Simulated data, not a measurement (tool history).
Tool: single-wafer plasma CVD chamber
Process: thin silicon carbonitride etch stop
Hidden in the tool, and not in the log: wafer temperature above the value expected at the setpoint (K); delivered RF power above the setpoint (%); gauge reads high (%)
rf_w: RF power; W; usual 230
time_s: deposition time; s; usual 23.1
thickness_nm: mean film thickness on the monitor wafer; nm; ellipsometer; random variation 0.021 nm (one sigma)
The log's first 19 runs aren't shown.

run   hour  rf_w  time_s  wafers since the last listed run  hours since the last thermocouple change  hours since the last RF generator calibration  hours since the showerhead was replaced  hours since the gauge calibration  read-back reference wafer on the same gauge, thickness_nm  thickness_nm
 20  252.1   205    26.7                               217                                      68.8                                         1657.6                                    129.4                              571.9                                                     14.906        15.139
     297.9  -- RF generator calibrated
 21  302.4   210    24.6                              1261                                     119.1                                            4.5                                    179.7                              622.2                                                     14.892        13.892
     306.1  -- gauge calibrated
 22  317.1   205    26.7                               438                                     133.8                                           19.2                                    194.4                               11.0                                                     14.903        14.960
 23  327.2   230    23.1                               301                                     143.9                                           29.3                                    204.5                               21.1                                                     14.897        13.322
 24  343.8   250    18.6                               495                                     160.5                                           45.9                                    221.1                               37.7                                                     14.901        10.947
 25  354.7   210    27.7                               325                                     171.4                                           56.8                                    232.0                               48.6                                                     14.898        15.586
 26  384.4   250    18.8                               885                                     201.1                                           86.5                                    261.7                               78.3                                                     14.902        11.072
 27  394.3   230    27.5                               295                                     211.0                                           96.4                                    271.6                               88.2                                                     14.903        15.863
 28  410.9   270    21.6                               495                                     227.6                                          113.0                                    288.2                              104.8                                                     14.899        12.982
 29  426.4   250    24.6                               462                                     243.1                                          128.5                                    303.7                              120.3                                                     14.901        14.516
 30  433.0   230    23.1                               196                                     249.7                                          135.1                                    310.3                              126.9                                                     14.907        13.326
     445.2  -- RF generator calibrated, repeated, since the last time left the tool worse
 31  445.7   200    25.7                               140                                     262.4                                            0.5                                    323.0                              139.6                                                     14.906        14.640
 32  453.2   230    23.1                               223                                     269.9                                            8.0                                    330.5                              147.1                                                     14.901        13.662
 33  464.2   200    20.6                               328                                     280.9                                           19.0                                    341.5                              158.1                                                     14.904        11.759
 34  479.6   190    24.3                               459                                     296.3                                           34.4                                    356.9                              173.5                                                     14.899        13.664
 35  495.7   270    24.5                               480                                     312.4                                           50.5                                    373.0                              189.6                                                     14.900        15.118

4 ways to go on from here, each from the tool as it stands after run 35. What would each give?
  A  496.1   230    19.6                                11                                     312.8                                           50.9                                    373.4                              190.0                                                          ?             ?
  B  496.1   260    21.8                                11                                     312.8                                           50.9                                    373.4                              190.0                                                          ?             ?
  C  496.1   230    21.2                                11                                     312.8                                           50.9                                    373.4                              190.0                                                          ?             ?
  D  496.1   230    24.9                                11                                     312.8                                           50.9                                    373.4                              190.0                                                          ?             ?

run  read-back reference wafer on the same gauge, thickness_nm  thickness_nm
  A                                                     14.902        11.617
  B                                                     14.902        13.331
  C                                                     14.902        12.565
  D                                                     14.902        14.758
Without the tool's hidden state the same runs would have given:
run  thickness_nm
  A        11.636
  B        13.353
  C        12.586
  D        14.783

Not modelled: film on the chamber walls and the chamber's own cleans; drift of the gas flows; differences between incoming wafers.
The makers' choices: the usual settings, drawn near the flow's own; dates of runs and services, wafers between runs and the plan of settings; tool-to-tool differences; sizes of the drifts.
